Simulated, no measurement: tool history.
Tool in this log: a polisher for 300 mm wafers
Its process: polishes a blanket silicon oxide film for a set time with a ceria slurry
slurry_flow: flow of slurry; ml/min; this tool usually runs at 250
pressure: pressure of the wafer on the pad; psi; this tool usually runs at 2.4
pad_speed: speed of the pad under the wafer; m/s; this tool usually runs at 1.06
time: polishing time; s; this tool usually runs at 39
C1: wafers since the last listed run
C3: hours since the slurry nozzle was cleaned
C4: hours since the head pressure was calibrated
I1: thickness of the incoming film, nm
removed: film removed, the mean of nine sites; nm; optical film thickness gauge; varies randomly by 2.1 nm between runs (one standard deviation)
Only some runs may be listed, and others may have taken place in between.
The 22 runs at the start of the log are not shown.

-- hour=675.9 worn pad replaced by a new one
run 23 hour=680.9 | slurry_flow=250 pressure=2.8 pad_speed=1.28 time=27 | C1=267 wafers_polished_on_this_pad=46 C3=69.5 C4=1029.7 | I1=1081.1 | removed=130.3
run 24 hour=704.7 | slurry_flow=250 pressure=2.4 pad_speed=1.34 time=39 | C1=223 wafers_polished_on_this_pad=269 C3=93.3 C4=1053.5 | I1=1081.2 | removed=167.6
run 25 hour=736.8 | slurry_flow=250 pressure=2.4 pad_speed=1.06 time=48 | C1=300 wafers_polished_on_this_pad=570 C3=125.4 C4=1085.6 | I1=1083.5 | removed=173.7
run 26 hour=749.4 | slurry_flow=250 pressure=1.9 pad_speed=1.4 time=25 | C1=118 wafers_polished_on_this_pad=689 C3=138 C4=1098.2 | I1=1079 | removed=86.7
run 27 hour=784.2 | slurry_flow=250 pressure=2.4 pad_speed=1.06 time=39 | C1=326 wafers_polished_on_this_pad=1015 C3=172.8 C4=1133 | I1=1074.6 | removed=140.2
-- hour=811.9 head pressure recalibrated
run 28 hour=838.4 | slurry_flow=300 pressure=1.8 pad_speed=1.4 time=51 | C1=489 wafers_polished_on_this_pad=1504 C3=227 C4=26.5 | I1=1074.1 | removed=173.7
run 29 hour=852.6 | slurry_flow=215 pressure=2.4 pad_speed=1.06 time=39 | C1=133 wafers_polished_on_this_pad=1637 C3=241.2 C4=40.7 | I1=1093.8 | removed=138.7
run 30 hour=865 | slurry_flow=250 pressure=2.8 pad_speed=1.06 time=39 | C1=116 wafers_polished_on_this_pad=1754 C3=253.6 C4=53.1 | I1=1072.5 | removed=166
run 31 hour=899.5 | slurry_flow=250 pressure=1.9 pad_speed=1.36 time=33 | C1=323 wafers_polished_on_this_pad=2077 C3=288.1 C4=87.6 | I1=1067 | removed=110.6
run 32 hour=930.4 | slurry_flow=175 pressure=2.8 pad_speed=1.06 time=31 | C1=289 wafers_polished_on_this_pad=2367 C3=319 C4=118.5 | I1=1083.8 | removed=127.9
run 33 hour=972.9 | slurry_flow=250 pressure=2 pad_speed=1.28 time=39 | C1=398 wafers_polished_on_this_pad=2766 C3=361.5 C4=161 | I1=1076.5 | removed=132.9
-- hour=986.8 worn pad replaced by a new one
run 34 hour=992 | slurry_flow=250 pressure=2.2 pad_speed=1.42 time=43 | C1=141 wafers_polished_on_this_pad=48 C3=380.6 C4=180.1 | I1=1063.1 | removed=174
run 35 hour=1020.8 | slurry_flow=250 pressure=1.7 pad_speed=1.28 time=48 | C1=270 wafers_polished_on_this_pad=318 C3=409.4 C4=208.9 | I1=1079.8 | removed=141.3
run 36 hour=1069.5 | slurry_flow=330 pressure=2.4 pad_speed=1.06 time=39 | C1=456 wafers_polished_on_this_pad=775 C3=458.1 C4=257.6 | I1=1074 | removed=148.4
-- hour=1089.5 slurry nozzle cleaned
run 37 hour=1100.1 | slurry_flow=275 pressure=1.7 pad_speed=1.06 time=39 | C1=277 wafers_polished_on_this_pad=1052 C3=10.6 C4=288.2 | I1=1088.1 | removed=104.8
run 38 hour=1114.9 | slurry_flow=165 pressure=2.4 pad_speed=1.06 time=32 | C1=138 wafers_polished_on_this_pad=1191 C3=25.4 C4=303 | I1=1077.1 | removed=110

Consider 3 possible next runs. They are alternatives, not a sequence: every one starts from the tool as it was left by run 38. What does each give?
run A hour=1115.3 | slurry_flow=250 pressure=3.1 pad_speed=1.06 time=39 | C1=3 wafers_polished_on_this_pad=1195 C3=25.8 C4=303.4 | I1=1098.1 | removed=?
run B hour=1115.3 | slurry_flow=250 pressure=2.4 pad_speed=1.06 time=43 | C1=3 wafers_polished_on_this_pad=1195 C3=25.8 C4=303.4 | I1=1098.1 | removed=?
run C hour=1115.3 | slurry_flow=300 pressure=2.4 pad_speed=1.06 time=39 | C1=3 wafers_polished_on_this_pad=1195 C3=25.8 C4=303.4 | I1=1098.1 | removed=?

run=A removed=184.4
run=B removed=157.4
run=C removed=145.6
Without the tool's unlogged condition, the same runs would have read:
run=A removed=184.4
run=B removed=157.4
run=C removed=145.6
